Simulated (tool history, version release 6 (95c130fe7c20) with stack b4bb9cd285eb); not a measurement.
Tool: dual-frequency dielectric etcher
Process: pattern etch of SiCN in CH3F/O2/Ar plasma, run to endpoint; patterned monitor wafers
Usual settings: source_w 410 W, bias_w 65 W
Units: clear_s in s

run     day  source_w  bias_w  wafers since the last listed run  hours since the last wet clean  hours since the last source power generator calibration  hours since the last bias power generator calibration  hours since the last upper electrode change  incoming incoming film thickness, nm  clear_s
  1   0.000       390      69                                 0                            18.7                                                   3319.8                                                 2674.3                                       2380.8                                 12.55     39.1
  2   1.779       390      69                               589                            61.4                                                   3362.5                                                 2717.0                                       2423.5                                 12.62     39.2
  3   3.983       390      69                               730                           114.3                                                   3415.4                                                 2769.9                                       2476.4                                 12.58     39.2
  4   5.879       410      65                               627                           159.8                                                   3460.9                                                 2815.4                                       2521.9                                 12.51     38.9
  5   9.629       410      65                              1241                           249.8                                                   3550.9                                                 2905.4                                       2611.9                                 12.50     39.0
  6  12.929       410      65                              1092                           329.0                                                   3630.1                                                 2984.6                                       2691.1                                 12.44     38.6
  7  15.442       410      65                               832                           389.3                                                   3690.4                                                 3044.9                                       2751.4                                 12.55     38.7
  8  18.046       410      65                               862                           451.8                                                   3752.9                                                 3107.4                                       2813.9                                 12.72     39.0
     20.621  -- upper electrode replaced
  9  21.408       410      65                               782                           532.5                                                   3833.6                                                 3188.1                                         18.9                                 12.58     38.6
     22.512  -- wet clean of the chamber
 10  23.946       410      65                               509                            34.4                                                   3894.5                                                 3249.0                                         79.8                                 12.73     39.8
 11  27.162       410      53                              1065                           111.6                                                   3971.7                                                 3326.2                                        157.0                                 12.51     41.4
 12  30.462       360      53                              1092                           190.8                                                   4050.9                                                 3405.4                                        236.2                                 12.72     44.1
     31.925  -- bias power generator calibrated
 13  34.058       410      65                              1135                           277.1                                                   4137.2                                                   51.2                                        322.5                                 12.57     39.0
 14  37.821       410      57                              1246                           367.4                                                   4227.5                                                  141.5                                        412.8                                 12.57     40.5
     38.575  -- source power generator calibrated
 15  40.979       480      52                               990                           443.2                                                     57.7                                                  217.3                                        488.6                                 12.70     39.5
 16  42.950       410      77                               652                           490.5                                                    105.0                                                  264.6                                        535.9                                 12.69     37.0
     44.925  -- wet clean of the chamber
 17  44.946       440      78                               329                             0.5                                                    152.9                                                  312.5                                        583.8                                 12.60     36.4
 18  48.083       410      65                              1039                            75.8                                                    228.2                                                  387.8                                        659.1                                 12.58     39.2
 19  50.325       440      70                               742                           129.6                                                    282.0                                                  441.6                                        712.9                                 12.66     37.6
 20  52.758       330      65                               805                           188.0                                                    340.4                                                  500.0                                        771.3                                 12.52     42.2
 21  54.833       350      72                               687                           237.8                                                    390.2                                                  549.8                                        821.1                                 12.67     40.4
 22  56.762       410      70                               638                           284.1                                                    436.5                                                  596.1                                        867.4                                 12.50     37.9

The tool's hidden state at each run:
source power that arrives over what is set, %: 0 in every run
bias power that arrives over what is set, %: 0 in every run
H1: etch rate over this chamber's usual, %
run       H1
  1    -0.18
  2  -0.0221
  3    0.173
  4    0.341
  5    0.674
  6    0.967
  7     1.19
  8     1.42
  9     1.72
 10  -0.0615
 11    0.224
 12    0.516
 13    0.835
 14     1.17
 15     1.45
 16     1.62
 17   -0.315
 18  -0.0369
 19    0.162
 20    0.378
 21    0.562
 22    0.733
